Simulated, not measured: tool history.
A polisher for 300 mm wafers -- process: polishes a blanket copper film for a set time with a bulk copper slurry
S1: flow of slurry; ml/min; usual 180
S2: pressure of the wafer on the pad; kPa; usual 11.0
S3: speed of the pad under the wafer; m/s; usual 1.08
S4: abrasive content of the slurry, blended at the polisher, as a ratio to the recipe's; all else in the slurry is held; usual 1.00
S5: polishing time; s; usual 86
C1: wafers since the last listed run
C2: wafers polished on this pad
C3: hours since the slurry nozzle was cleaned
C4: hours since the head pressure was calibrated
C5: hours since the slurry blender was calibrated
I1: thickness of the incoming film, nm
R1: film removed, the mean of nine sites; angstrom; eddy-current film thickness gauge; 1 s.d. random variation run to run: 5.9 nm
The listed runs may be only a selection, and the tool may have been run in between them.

run 1 hour=0.0 | S1=180 S2=11.0 S3=1.08 S4=1.00 S5=86 | C1=0 C2=1501 C3=334.8 C4=1218.5 C5=85.0 | I1=3748.3 | R1=5055
run 2 hour=29.5 | S1=180 S2=11.0 S3=1.08 S4=1.00 S5=86 | C1=309 C2=1810 C3=364.3 C4=1248.0 C5=114.5 | I1=3702.9 | R1=4977
-- hour=42.5 worn pad replaced by a new one
run 3 hour=43.0 | S1=180 S2=11.0 S3=1.08 S4=1.00 S5=86 | C1=99 C2=5 C3=377.8 C4=1261.5 C5=128.0 | I1=3784.5 | R1=4996
run 4 hour=76.0 | S1=180 S2=11.0 S3=1.08 S4=1.00 S5=86 | C1=346 C2=351 C3=410.8 C4=1294.5 C5=161.0 | I1=3709.9 | R1=4888
-- hour=100.1 slurry nozzle cleaned
run 5 hour=108.7 | S1=180 S2=11.0 S3=1.08 S4=1.00 S5=86 | C1=332 C2=683 C3=8.6 C4=1327.2 C5=193.7 | I1=3776.4 | R1=4883
run 6 hour=132.3 | S1=180 S2=11.0 S3=1.08 S4=1.00 S5=86 | C1=247 C2=931 C3=32.2 C4=1350.8 C5=217.3 | I1=3772.9 | R1=4991
run 7 hour=156.1 | S1=205 S2=11.0 S3=1.08 S4=1.00 S5=86 | C1=249 C2=1181 C3=56.0 C4=1374.6 C5=241.1 | I1=3754.5 | R1=5026
run 8 hour=183.1 | S1=205 S2=11.0 S3=1.08 S4=1.00 S5=86 | C1=283 C2=1464 C3=83.0 C4=1401.6 C5=268.1 | I1=3759.2 | R1=5006
run 9 hour=210.0 | S1=180 S2=11.0 S3=0.88 S4=1.00 S5=86 | C1=282 C2=1746 C3=109.9 C4=1428.5 C5=295.0 | I1=3834.7 | R1=4322
-- hour=215.5 worn pad replaced by a new one
-- hour=218.8 slurry blender recalibrated
-- hour=233.9 head pressure recalibrated
run 10 hour=238.0 | S1=180 S2=11.0 S3=0.88 S4=1.00 S5=86 | C1=209 C2=193 C3=137.9 C4=4.1 C5=19.2 | I1=3776.7 | R1=4358
run 11 hour=266.4 | S1=180 S2=11.0 S3=0.88 S4=1.00 S5=86 | C1=297 C2=491 C3=166.3 C4=32.5 C5=47.6 | I1=3754.4 | R1=4309
run 12 hour=280.1 | S1=180 S2=11.0 S3=1.08 S4=1.00 S5=86 | C1=143 C2=635 C3=180.0 C4=46.2 C5=61.3 | I1=3729.0 | R1=4957
run 13 hour=301.6 | S1=180 S2=11.0 S3=1.08 S4=1.00 S5=86 | C1=225 C2=860 C3=201.5 C4=67.7 C5=82.8 | I1=3694.8 | R1=4940
run 14 hour=320.8 | S1=180 S2=11.0 S3=1.08 S4=1.00 S5=86 | C1=201 C2=1062 C3=220.7 C4=86.9 C5=102.0 | I1=3804.3 | R1=5054
run 15 hour=352.1 | S1=180 S2=11.0 S3=1.08 S4=1.00 S5=86 | C1=328 C2=1390 C3=252.0 C4=118.2 C5=133.3 | I1=3779.5 | R1=4881
run 16 hour=376.9 | S1=180 S2=11.0 S3=1.08 S4=0.75 S5=86 | C1=260 C2=1650 C3=276.8 C4=143.0 C5=158.1 | I1=3774.8 | R1=4718
-- hour=382.1 worn pad replaced by a new one
run 17 hour=397.0 | S1=180 S2=11.0 S3=0.88 S4=1.00 S5=86 | C1=168 C2=156 C3=296.9 C4=163.1 C5=178.2 | I1=3764.1 | R1=4256
run 18 hour=421.1 | S1=180 S2=11.0 S3=1.08 S4=1.00 S5=86 | C1=252 C2=409 C3=321.0 C4=187.2 C5=202.3 | I1=3855.3 | R1=4960
run 19 hour=451.8 | S1=205 S2=11.0 S3=1.08 S4=1.00 S5=86 | C1=322 C2=731 C3=351.7 C4=217.9 C5=233.0 | I1=3716.9 | R1=5135
run 20 hour=486.7 | S1=180 S2=11.0 S3=1.08 S4=1.00 S5=114 | C1=366 C2=1097 C3=386.6 C4=252.8 C5=267.9 | I1=3782.8 | R1=6478
-- hour=497.9 slurry blender recalibrated
run 21 hour=516.2 | S1=180 S2=6.9 S3=1.08 S4=1.30 S5=86 | C1=288 C2=1385 C3=416.1 C4=282.3 C5=18.3 | I1=3719.5 | R1=3245
-- hour=539.0 worn pad replaced by a new one
run 22 hour=549.1 | S1=180 S2=11.0 S3=1.08 S4=1.25 S5=86 | C1=303 C2=105 C3=449.0 C4=315.2 C5=51.2 | I1=3717.6 | R1=5237
run 23 hour=575.3 | S1=180 S2=11.0 S3=1.08 S4=0.85 S5=86 | C1=274 C2=380 C3=475.2 C4=341.4 C5=77.4 | I1=3786.5 | R1=4807
run 24 hour=587.6 | S1=155 S2=11.0 S3=1.08 S4=1.00 S5=86 | C1=129 C2=509 C3=487.5 C4=353.7 C5=89.7 | I1=3803.3 | R1=4944
run 25 hour=601.0 | S1=215 S2=14.5 S3=1.08 S4=0.75 S5=74 | C1=140 C2=650 C3=500.9 C4=367.1 C5=103.1 | I1=3793.8 | R1=5342
-- hour=603.9 slurry nozzle cleaned
run 26 hour=629.8 | S1=180 S2=11.0 S3=1.08 S4=1.00 S5=86 | C1=291 C2=941 C3=25.9 C4=395.9 C5=131.9 | I1=3732.4 | R1=5000
run 27 hour=651.7 | S1=180 S2=7.6 S3=1.08 S4=1.25 S5=86 | C1=229 C2=1171 C3=47.8 C4=417.8 C5=153.8 | I1=3725.5 | R1=3651
run 28 hour=676.8 | S1=150 S2=11.0 S3=0.78 S4=0.80 S5=86 | C1=263 C2=1434 C3=72.9 C4=442.9 C5=178.9 | I1=3738.9 | R1=3691
run 29 hour=694.1 | S1=210 S2=11.0 S3=1.44 S4=1.00 S5=86 | C1=181 C2=1616 C3=90.2 C4=460.2 C5=196.2 | I1=3783.4 | R1=6364
run 30 hour=707.6 | S1=180 S2=14.5 S3=1.08 S4=0.75 S5=86 | C1=141 C2=1757 C3=103.7 C4=473.7 C5=209.7 | I1=3772.0 | R1=6059

Give the tool's hidden conditions for every run:
removal rate lost through wear of the pad, %: 0 on each run
slurry flow missing at the pad, %: 0 on each run
deviation of the head's pressure from its setpoint, %: 0 on each run
abrasive missing from the slurry, %: 0 on each run
